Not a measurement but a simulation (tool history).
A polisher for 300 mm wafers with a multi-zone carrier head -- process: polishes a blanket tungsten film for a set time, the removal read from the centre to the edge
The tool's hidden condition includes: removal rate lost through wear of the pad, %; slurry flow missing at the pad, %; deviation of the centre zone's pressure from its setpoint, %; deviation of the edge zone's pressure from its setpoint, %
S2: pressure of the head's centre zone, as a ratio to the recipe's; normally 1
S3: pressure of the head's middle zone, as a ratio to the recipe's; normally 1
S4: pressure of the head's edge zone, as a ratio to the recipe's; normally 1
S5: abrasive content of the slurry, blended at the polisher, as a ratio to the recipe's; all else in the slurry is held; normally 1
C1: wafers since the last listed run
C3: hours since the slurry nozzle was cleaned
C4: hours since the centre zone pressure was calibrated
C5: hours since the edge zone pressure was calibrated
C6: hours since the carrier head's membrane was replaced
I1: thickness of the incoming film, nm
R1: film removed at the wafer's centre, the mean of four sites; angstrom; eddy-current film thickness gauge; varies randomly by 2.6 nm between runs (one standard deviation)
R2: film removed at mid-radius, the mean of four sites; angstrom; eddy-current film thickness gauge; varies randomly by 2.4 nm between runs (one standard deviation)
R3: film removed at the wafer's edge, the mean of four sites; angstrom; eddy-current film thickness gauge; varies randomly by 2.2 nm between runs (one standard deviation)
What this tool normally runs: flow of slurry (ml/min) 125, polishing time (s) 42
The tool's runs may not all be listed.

{"run": 1, "hour": 0.0, "flow of slurry (ml/min)": 125, "S2": 1, "S3": 1, "S4": 1, "S5": 1, "polishing time (s)": 42, "C1": 0, "wafers polished on this pad": 756, "C3": 17.5, "C4": 898.8, "C5": 42.9, "C6": 209.3, "I1": 652.2, "R1": 1589, "R2": 1640, "R3": 1647}
{"run": 2, "hour": 44.3, "flow of slurry (ml/min)": 125, "S2": 1.08, "S3": 1, "S4": 1, "S5": 1, "polishing time (s)": 42, "C1": 339, "wafers polished on this pad": 1096, "C3": 61.8, "C4": 943.1, "C5": 87.2, "C6": 253.6, "I1": 651.4, "R1": 1746, "R2": 1581, "R3": 1616}
{"run": 3, "hour": 108.1, "flow of slurry (ml/min)": 125, "S2": 1.08, "S3": 1, "S4": 1, "S5": 1, "polishing time (s)": 42, "C1": 489, "wafers polished on this pad": 1585, "C3": 125.6, "C4": 1006.9, "C5": 151, "C6": 317.4, "I1": 656.3, "R1": 1743, "R2": 1628, "R3": 1640}
{"hour": 120.8, "done": "worn pad replaced by a new one"}
{"run": 4, "hour": 159.3, "flow of slurry (ml/min)": 125, "S2": 1, "S3": 1, "S4": 1, "S5": 0.9, "polishing time (s)": 42, "C1": 361, "wafers polished on this pad": 294, "C3": 176.8, "C4": 1058.1, "C5": 202.2, "C6": 368.6, "I1": 642.8, "R1": 1630, "R2": 1636, "R3": 1659}
{"run": 5, "hour": 202.2, "flow of slurry (ml/min)": 125, "S2": 1, "S3": 1, "S4": 1, "S5": 0.9, "polishing time (s)": 42, "C1": 328, "wafers polished on this pad": 623, "C3": 219.7, "C4": 1101, "C5": 245.1, "C6": 411.5, "I1": 645.5, "R1": 1556, "R2": 1566, "R3": 1595}
{"run": 6, "hour": 236.8, "flow of slurry (ml/min)": 125, "S2": 1, "S3": 1, "S4": 1.08, "S5": 1, "polishing time (s)": 42, "C1": 265, "wafers polished on this pad": 889, "C3": 254.3, "C4": 1135.6, "C5": 279.7, "C6": 446.1, "I1": 642.9, "R1": 1566, "R2": 1603, "R3": 1714}
{"run": 7, "hour": 276.9, "flow of slurry (ml/min)": 125, "S2": 1, "S3": 1, "S4": 1.08, "S5": 1, "polishing time (s)": 42, "C1": 307, "wafers polished on this pad": 1196, "C3": 294.4, "C4": 1175.7, "C5": 319.8, "C6": 486.2, "I1": 658, "R1": 1572, "R2": 1624, "R3": 1640}
{"run": 8, "hour": 308.4, "flow of slurry (ml/min)": 125, "S2": 0.91, "S3": 1, "S4": 1, "S5": 1, "polishing time (s)": 42, "C1": 241, "wafers polished on this pad": 1438, "C3": 325.9, "C4": 1207.2, "C5": 351.3, "C6": 517.7, "I1": 651.1, "R1": 1421, "R2": 1631, "R3": 1575}
{"hour": 324.6, "done": "worn pad replaced by a new one"}
{"run": 9, "hour": 349.8, "flow of slurry (ml/min)": 125, "S2": 1, "S3": 1, "S4": 1, "S5": 1, "polishing time (s)": 42, "C1": 286, "wafers polished on this pad": 193, "C3": 367.3, "C4": 1248.6, "C5": 392.7, "C6": 559.1, "I1": 647.3, "R1": 1709, "R2": 1698, "R3": 1728}
{"run": 10, "hour": 410.8, "flow of slurry (ml/min)": 125, "S2": 1, "S3": 1, "S4": 1, "S5": 1, "polishing time (s)": 42, "C1": 467, "wafers polished on this pad": 660, "C3": 428.3, "C4": 1309.6, "C5": 453.7, "C6": 620.1, "I1": 657, "R1": 1615, "R2": 1604, "R3": 1605}
{"hour": 455.3, "done": "slurry nozzle cleaned"}
{"run": 11, "hour": 470.5, "flow of slurry (ml/min)": 100, "S2": 1, "S3": 1, "S4": 1, "S5": 1, "polishing time (s)": 42, "C1": 450, "wafers polished on this pad": 1110, "C3": 15.2, "C4": 1369.3, "C5": 513.4, "C6": 679.8, "I1": 656.4, "R1": 1448, "R2": 1509, "R3": 1523}
{"hour": 492.6, "done": "edge zone pressure recalibrated"}
{"hour": 505.9, "done": "worn pad replaced by a new one"}
{"run": 12, "hour": 532.7, "flow of slurry (ml/min)": 125, "S2": 1, "S3": 1, "S4": 1, "S5": 1, "polishing time (s)": 42, "C1": 430, "wafers polished on this pad": 205, "C3": 77.4, "C4": 1431.5, "C5": 40.1, "C6": 742, "I1": 647, "R1": 1756, "R2": 1722, "R3": 1767}
{"run": 13, "hour": 591.2, "flow of slurry (ml/min)": 140, "S2": 1.06, "S3": 0.91, "S4": 1, "S5": 1, "polishing time (s)": 56, "C1": 448, "wafers polished on this pad": 653, "C3": 135.9, "C4": 1490, "C5": 98.6, "C6": 800.5, "I1": 653, "R1": 2367, "R2": 2127, "R3": 2303}
{"run": 14, "hour": 619.9, "flow of slurry (ml/min)": 155, "S2": 1, "S3": 1, "S4": 1, "S5": 1, "polishing time (s)": 42, "C1": 220, "wafers polished on this pad": 873, "C3": 164.6, "C4": 1518.7, "C5": 127.3, "C6": 829.2, "I1": 655.6, "R1": 1715, "R2": 1675, "R3": 1736}
{"hour": 644.6, "done": "carrier head's membrane replaced by a new one"}
{"hour": 674.3, "done": "centre zone pressure recalibrated"}
{"run": 15, "hour": 684.3, "flow of slurry (ml/min)": 125, "S2": 1, "S3": 0.94, "S4": 0.89, "S5": 0.75, "polishing time (s)": 35, "C1": 440, "wafers polished on this pad": 1313, "C3": 229, "C4": 10, "C5": 191.7, "C6": 39.7, "I1": 651.4, "R1": 1162, "R2": 1173, "R3": 1149}
{"run": 16, "hour": 709.1, "flow of slurry (ml/min)": 110, "S2": 1, "S3": 1, "S4": 1, "S5": 1, "polishing time (s)": 42, "C1": 190, "wafers polished on this pad": 1503, "C3": 253.8, "C4": 34.8, "C5": 216.5, "C6": 64.5, "I1": 654.9, "R1": 1510, "R2": 1544, "R3": 1565}
{"hour": 727.4, "done": "worn pad replaced by a new one"}
{"run": 17, "hour": 738.5, "flow of slurry (ml/min)": 125, "S2": 1, "S3": 1, "S4": 1, "S5": 1, "polishing time (s)": 42, "C1": 194, "wafers polished on this pad": 84, "C3": 283.2, "C4": 64.2, "C5": 245.9, "C6": 93.9, "I1": 652.8, "R1": 1708, "R2": 1787, "R3": 1752}
{"run": 18, "hour": 791.2, "flow of slurry (ml/min)": 125, "S2": 1, "S3": 0.94, "S4": 0.95, "S5": 1.25, "polishing time (s)": 36, "C1": 404, "wafers polished on this pad": 488, "C3": 335.9, "C4": 116.9, "C5": 298.6, "C6": 146.6, "I1": 654.4, "R1": 1484, "R2": 1455, "R3": 1484}
{"run": 19, "hour": 841.5, "flow of slurry (ml/min)": 125, "S2": 1, "S3": 1, "S4": 1, "S5": 1, "polishing time (s)": 42, "C1": 385, "wafers polished on this pad": 874, "C3": 386.2, "C4": 167.2, "C5": 348.9, "C6": 196.9, "I1": 659.1, "R1": 1630, "R2": 1648, "R3": 1592}
{"run": 20, "hour": 912.6, "flow of slurry (ml/min)": 170, "S2": 1.04, "S3": 1, "S4": 1, "S5": 1.1, "polishing time (s)": 27, "C1": 545, "wafers polished on this pad": 1419, "C3": 457.3, "C4": 238.3, "C5": 420, "C6": 268, "I1": 663, "R1": 1186, "R2": 1126, "R3": 1090}

Predict each of these 5 candidate next runs independently; none follows another, all start after run 20:
{"run": "A", "hour": 913.0, "flow of slurry (ml/min)": 125, "S2": 1, "S3": 1.04, "S4": 1, "S5": 1, "polishing time (s)": 42, "C1": 3, "wafers polished on this pad": 1422, "C3": 457.7, "C4": 238.7, "C5": 420.4, "C6": 268.4, "I1": 642, "R1": "?", "R2": "?", "R3": "?"}
{"run": "B", "hour": 913.0, "flow of slurry (ml/min)": 125, "S2": 0.93, "S3": 0.91, "S4": 1, "S5": 1.25, "polishing time (s)": 42, "C1": 3, "wafers polished on this pad": 1422, "C3": 457.7, "C4": 238.7, "C5": 420.4, "C6": 268.4, "I1": 642, "R1": "?", "R2": "?", "R3": "?"}
{"run": "C", "hour": 913.0, "flow of slurry (ml/min)": 165, "S2": 1, "S3": 0.89, "S4": 1, "S5": 1, "polishing time (s)": 42, "C1": 3, "wafers polished on this pad": 1422, "C3": 457.7, "C4": 238.7, "C5": 420.4, "C6": 268.4, "I1": 642, "R1": "?", "R2": "?", "R3": "?"}
{"run": "D", "hour": 913.0, "flow of slurry (ml/min)": 125, "S2": 0.89, "S3": 1, "S4": 1, "S5": 1.15, "polishing time (s)": 42, "C1": 3, "wafers polished on this pad": 1422, "C3": 457.7, "C4": 238.7, "C5": 420.4, "C6": 268.4, "I1": 642, "R1": "?", "R2": "?", "R3": "?"}
{"run": "E", "hour": 913.0, "flow of slurry (ml/min)": 125, "S2": 1, "S3": 1, "S4": 1, "S5": 1.1, "polishing time (s)": 29, "C1": 3, "wafers polished on this pad": 1422, "C3": 457.7, "C4": 238.7, "C5": 420.4, "C6": 268.4, "I1": 642, "R1": "?", "R2": "?", "R3": "?"}

run=A R1=1551 R2=1658 R3=1589
run=B R1=1549 R2=1594 R3=1711
run=C R1=1647 R2=1536 R3=1655
run=D R1=1443 R2=1680 R3=1664
run=E R1=1105 R2=1143 R3=1133
The same runs, with their run-to-run variation unchanged, on a tool lacking any hidden condition would have given:
run=A R1=1778 R2=1901 R3=1822
run=B R1=1776 R2=1828 R3=1963
run=C R1=1889 R2=1761 R3=1898
run=D R1=1655 R2=1927 R3=1909
run=E R1=1267 R2=1310 R3=1299

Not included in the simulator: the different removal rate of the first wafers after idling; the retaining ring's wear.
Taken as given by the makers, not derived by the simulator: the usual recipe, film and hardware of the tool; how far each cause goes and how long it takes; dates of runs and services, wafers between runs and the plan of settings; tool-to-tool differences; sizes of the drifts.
